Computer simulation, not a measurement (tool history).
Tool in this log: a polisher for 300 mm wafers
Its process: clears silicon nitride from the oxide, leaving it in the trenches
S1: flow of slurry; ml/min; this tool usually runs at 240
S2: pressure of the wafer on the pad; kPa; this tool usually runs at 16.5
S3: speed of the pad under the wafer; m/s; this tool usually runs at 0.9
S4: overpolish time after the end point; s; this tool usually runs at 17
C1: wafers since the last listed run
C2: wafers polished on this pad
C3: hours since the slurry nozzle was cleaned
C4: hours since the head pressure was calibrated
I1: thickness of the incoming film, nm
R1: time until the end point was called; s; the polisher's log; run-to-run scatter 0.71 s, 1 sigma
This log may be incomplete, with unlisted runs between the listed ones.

Run 1, hour 0: usual settings; C1 0; C2 1269; C3 494.5; C4 891.5; I1 86. Result: R1 172.5 s.
Run 2, hour 10.1: usual settings; C1 70; C2 1340; C3 504.6; C4 901.6; I1 85.8. Result: R1 173.5 s.
Run 3, hour 21.7: usual settings; C1 81; C2 1422; C3 516.2; C4 913.2; I1 85.9. Result: R1 173.5 s.
Run 4, hour 35.4: usual settings; C1 96; C2 1518; C3 529.9; C4 926.9; I1 85.9. Result: R1 173.3 s.
Run 5, hour 43.3: usual settings but S2 19.3 kPa; C1 55; C2 1574; C3 537.8; C4 934.8; I1 86.3. Result: R1 150 s.
At hour 47.3: head pressure recalibrated.
At hour 50: worn pad replaced by a new one.
Run 6, hour 50.5: usual settings but S2 19.3 kPa; C1 17; C2 3; C3 545; C4 3.2; I1 84. Result: R1 119.8 s.
Run 7, hour 65.7: usual settings but S2 19.3 kPa; C1 106; C2 110; C3 560.2; C4 18.4; I1 85.4. Result: R1 124 s.
Run 8, hour 75: usual settings but S4 27 s; C1 65; C2 175; C3 569.5; C4 27.7; I1 85.4. Result: R1 145.5 s.
At hour 81.2: slurry nozzle cleaned.
Run 9, hour 88.7: usual settings but S3 1 m/s, S4 26 s; C1 89; C2 264; C3 7.5; C4 41.4; I1 84.4. Result: R1 129.1 s.
Run 10, hour 106.7: usual settings but S1 295 ml/min, S2 17.9 kPa, S3 1.18 m/s; C1 126; C2 391; C3 25.5; C4 59.4; I1 84. Result: R1 100.6 s.
Run 11, hour 121.2: usual settings; C1 101; C2 492; C3 40; C4 73.9; I1 86. Result: R1 150.4 s.
Run 12, hour 131.3: usual settings but S2 11 kPa; C1 70; C2 563; C3 50.1; C4 84; I1 85.8. Result: R1 226.9 s.
Run 13, hour 140.1: usual settings; C1 61; C2 625; C3 58.9; C4 92.8; I1 85.7. Result: R1 150.8 s.
Run 14, hour 150.7: usual settings but S1 285 ml/min, S2 13.1 kPa, S3 1.06 m/s, S4 11 s; C1 74; C2 700; C3 69.5; C4 103.4; I1 84. Result: R1 155.8 s.

Forecast each of these 3 alternatives for the next run:
Run A, hour 151.2: usual settings; C1 3; C2 703; C3 70; C4 103.9; I1 84.5. Result: R1 ?.
Run B, hour 151.2: usual settings but S2 20.7 kPa; C1 3; C2 703; C3 70; C4 103.9; I1 84.5. Result: R1 ?.
Run C, hour 151.2: usual settings but S3 0.7 m/s, S4 23 s; C1 3; C2 703; C3 70; C4 103.9; I1 84.5. Result: R1 ?.

run     R1
  A  149.6
  B  119.7
  C  192.4
The same runs, with their run-to-run variation unchanged, on a tool lacking any hidden condition would have given:
run     R1
  A  139.7
  B  111.7
  C  179.6
